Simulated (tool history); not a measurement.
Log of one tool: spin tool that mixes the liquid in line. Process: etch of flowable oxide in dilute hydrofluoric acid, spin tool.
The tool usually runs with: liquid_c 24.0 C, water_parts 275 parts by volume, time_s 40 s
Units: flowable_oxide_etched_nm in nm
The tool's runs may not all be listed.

run	hour	liquid_c	water_parts	time_s	read-back film thickness of the flowable oxide reference wafer, read on the same gauge (nm)	flowable_oxide_etched_nm
1	0.0	24.0	240	30	60.04	4.60
2	59.9	24.0	240	30	60.00	4.59
3	74.5	24.0	240	30	60.00	4.53
4	97.2	24.0	275	40	59.99	5.16
5	116.4	24.0	275	40	59.98	5.17
6	151.3	24.0	275	40	59.97	5.19
7	168.4	24.0	275	40	59.94	5.14
# hour 193.9: hydrofluoric acid flow meter replaced
8	195.2	24.0	275	40	60.01	5.13
9	228.8	24.0	175	40	60.00	9.05
10	255.5	24.0	325	40	60.04	4.20
11	288.2	22.0	395	60	60.00	4.49
12	322.3	24.0	275	40	60.00	5.14
# hour 338.3: gauge calibrated
13	348.4	29.0	355	15	60.02	1.62
# hour 360.6: thermometer replaced
14	377.9	24.0	275	40	60.06	5.16
15	401.5	19.5	275	40	60.01	4.37
16	418.7	24.0	275	40	60.03	5.17
17	453.8	24.0	155	40	60.01	10.35
18	482.5	27.0	405	40	60.01	3.46

Consider 4 possible next runs. They are alternatives, not a sequence: every one starts from the tool as it was left by run 18. What does each give?
A	482.9	24.0	275	40	?	?
B	482.9	29.0	275	20	?	?
C	482.9	24.0	410	40	?	?
D	482.9	22.0	390	40	?	?

run	read-back film thickness of the flowable oxide reference wafer, read on the same gauge (nm)	flowable_oxide_etched_nm
A	60.01	5.09
B	60.01	3.02
C	60.01	3.01
D	60.01	3.01
With no hidden state in the tool, these same runs would have given:
run	flowable_oxide_etched_nm
A	5.09
B	3.02
C	3.01
D	3.01
